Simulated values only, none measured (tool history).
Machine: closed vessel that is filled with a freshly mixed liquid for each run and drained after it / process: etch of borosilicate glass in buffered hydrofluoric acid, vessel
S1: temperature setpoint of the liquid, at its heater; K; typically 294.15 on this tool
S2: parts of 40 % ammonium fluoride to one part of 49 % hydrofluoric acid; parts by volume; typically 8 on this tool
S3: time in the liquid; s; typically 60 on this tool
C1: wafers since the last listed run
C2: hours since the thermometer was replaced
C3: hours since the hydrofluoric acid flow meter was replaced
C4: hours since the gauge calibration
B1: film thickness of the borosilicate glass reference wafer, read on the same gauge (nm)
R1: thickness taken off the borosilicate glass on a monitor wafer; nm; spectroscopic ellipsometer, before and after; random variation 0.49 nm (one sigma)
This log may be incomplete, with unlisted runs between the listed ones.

run 1 day=0 | S1=294.15 S2=10 S3=35 | C1=0 C2=503 C3=351.3 C4=2423 | B1=100.02 | R1=33.58
run 2 day=1.2 | S1=294.15 S2=8 S3=60 | C1=2354 C2=531.8 C3=380.1 C4=2451.8 | B1=100.03 | R1=69.65
run 3 day=3.812 | S1=294.15 S2=8 S3=60 | C1=5126 C2=594.5 C3=442.8 C4=2514.5 | B1=99.99 | R1=70.49
-- day=4.308 gauge calibrated
run 4 day=5.283 | S1=297.15 S2=8 S3=60 | C1=2885 C2=629.8 C3=478.1 C4=23.4 | B1=100 | R1=81.57
run 5 day=8.067 | S1=297.15 S2=8 S3=60 | C1=5461 C2=696.6 C3=544.9 C4=90.2 | B1=100.02 | R1=80.47
run 6 day=9.275 | S1=294.15 S2=8 S3=60 | C1=2370 C2=725.6 C3=573.9 C4=119.2 | B1=100.03 | R1=68.83
run 7 day=11.942 | S1=294.15 S2=8 S3=60 | C1=5232 C2=789.6 C3=637.9 C4=183.2 | B1=100.01 | R1=67.51
run 8 day=13.55 | S1=291.15 S2=8 S3=60 | C1=3155 C2=828.2 C3=676.5 C4=221.8 | B1=99.99 | R1=57.11
run 9 day=15.942 | S1=291.15 S2=8 S3=60 | C1=4692 C2=885.6 C3=733.9 C4=279.2 | B1=99.98 | R1=56.96
run 10 day=18.579 | S1=290.15 S2=7 S3=80 | C1=5175 C2=948.9 C3=797.2 C4=342.5 | B1=99.97 | R1=82.3
run 11 day=20.692 | S1=297.15 S2=8 S3=60 | C1=4144 C2=999.6 C3=847.9 C4=393.2 | B1=100.01 | R1=78.58
run 12 day=22.271 | S1=296.65 S2=8 S3=60 | C1=3098 C2=1037.5 C3=885.8 C4=431.1 | B1=99.99 | R1=75.5
run 13 day=24.142 | S1=296.65 S2=7 S3=85 | C1=3670 C2=1082.4 C3=930.7 C4=476 | B1=100.02 | R1=123.7
run 14 day=26.446 | S1=298.15 S2=10.5 S3=85 | C1=4521 C2=1137.7 C3=986 C4=531.3 | B1=99.98 | R1=90.13
run 15 day=27.583 | S1=294.15 S2=8 S3=60 | C1=2231 C2=1165 C3=1013.3 C4=558.6 | B1=100.01 | R1=64.87
-- day=35.454 hydrofluoric acid flow meter replaced
run 16 day=36.479 | S1=294.15 S2=8 S3=60 | C1=17372 C2=1378.5 C3=24.6 C4=772.1 | B1=100 | R1=68.39
run 17 day=37.604 | S1=298.15 S2=5.5 S3=50 | C1=2207 C2=1405.5 C3=51.6 C4=799.1 | B1=100.01 | R1=100.6
run 18 day=39.267 | S1=290.15 S2=9.5 S3=60 | C1=3262 C2=1445.4 C3=91.5 C4=839 | B1=100.03 | R1=45.93
run 19 day=40.462 | S1=291.65 S2=6.5 S3=85 | C1=2346 C2=1474.1 C3=120.2 C4=867.7 | B1=100.02 | R1=102.83
run 20 day=41.975 | S1=294.15 S2=10 S3=50 | C1=2967 C2=1510.4 C3=156.5 C4=904 | B1=100.02 | R1=45.5
run 21 day=44.504 | S1=294.15 S2=8 S3=95 | C1=4962 C2=1571.1 C3=217.2 C4=964.7 | B1=99.99 | R1=106.17
run 22 day=46.462 | S1=292.15 S2=8 S3=30 | C1=3842 C2=1618.1 C3=264.2 C4=1011.7 | B1=99.99 | R1=29.63
run 23 day=47.558 | S1=296.65 S2=10 S3=95 | C1=2150 C2=1644.4 C3=290.5 C4=1038 | B1=100.01 | R1=99.54
-- day=49.946 thermometer replaced
run 24 day=55.971 | S1=294.15 S2=10 S3=60 | C1=16424 C2=144.6 C3=492.4 C4=1239.9 | B1=99.97 | R1=59.31
run 25 day=57.667 | S1=294.15 S2=8 S3=60 | C1=3327 C2=185.3 C3=533.1 C4=1280.6 | B1=100.02 | R1=69.68
run 26 day=60.067 | S1=294.15 S2=8 S3=60 | C1=4709 C2=242.9 C3=590.7 C4=1338.2 | B1=100 | R1=69.68
run 27 day=61.917 | S1=294.15 S2=8 S3=60 | C1=3629 C2=287.3 C3=635.1 C4=1382.6 | B1=100.01 | R1=69.75
run 28 day=63.092 | S1=294.15 S2=8 S3=60 | C1=2305 C2=315.5 C3=663.3 C4=1410.8 | B1=100.01 | R1=68.8
run 29 day=64.333 | S1=294.15 S2=8 S3=60 | C1=2436 C2=345.3 C3=693.1 C4=1440.6 | B1=100.01 | R1=69.44
run 30 day=71.108 | S1=298.15 S2=8 S3=60 | C1=13293 C2=507.9 C3=855.7 C4=1603.2 | B1=100.01 | R1=84.91
run 31 day=73.254 | S1=294.15 S2=8 S3=35 | C1=4210 C2=559.4 C3=907.2 C4=1654.7 | B1=100.01 | R1=39.77
run 32 day=75.742 | S1=292.15 S2=7 S3=90 | C1=4880 C2=619.1 C3=966.9 C4=1714.4 | B1=99.97 | R1=105.2

Consider 4 possible next runs. They are alternatives, not a sequence: every one starts from the tool as it was left by run 32. What does each give?
run A day=75.771 | S1=294.15 S2=8 S3=80 | C1=57 C2=619.8 C3=967.6 C4=1715.1 | B1=? | R1=?
run B day=75.771 | S1=294.15 S2=5.5 S3=90 | C1=57 C2=619.8 C3=967.6 C4=1715.1 | B1=? | R1=?
run C day=75.771 | S1=291.65 S2=8 S3=80 | C1=57 C2=619.8 C3=967.6 C4=1715.1 | B1=? | R1=?
run D day=75.771 | S1=296.15 S2=10 S3=60 | C1=57 C2=619.8 C3=967.6 C4=1715.1 | B1=? | R1=?

run=A B1=100.01 R1=89.76
run=B B1=100.01 R1=147.27
run=C B1=100.01 R1=78.24
run=D B1=100.01 R1=62
Stripped of hidden state, with their random variation kept, the same runs would have yielded:
run=A R1=99.75
run=B R1=161.49
run=C R1=87.01
run=D R1=68.38

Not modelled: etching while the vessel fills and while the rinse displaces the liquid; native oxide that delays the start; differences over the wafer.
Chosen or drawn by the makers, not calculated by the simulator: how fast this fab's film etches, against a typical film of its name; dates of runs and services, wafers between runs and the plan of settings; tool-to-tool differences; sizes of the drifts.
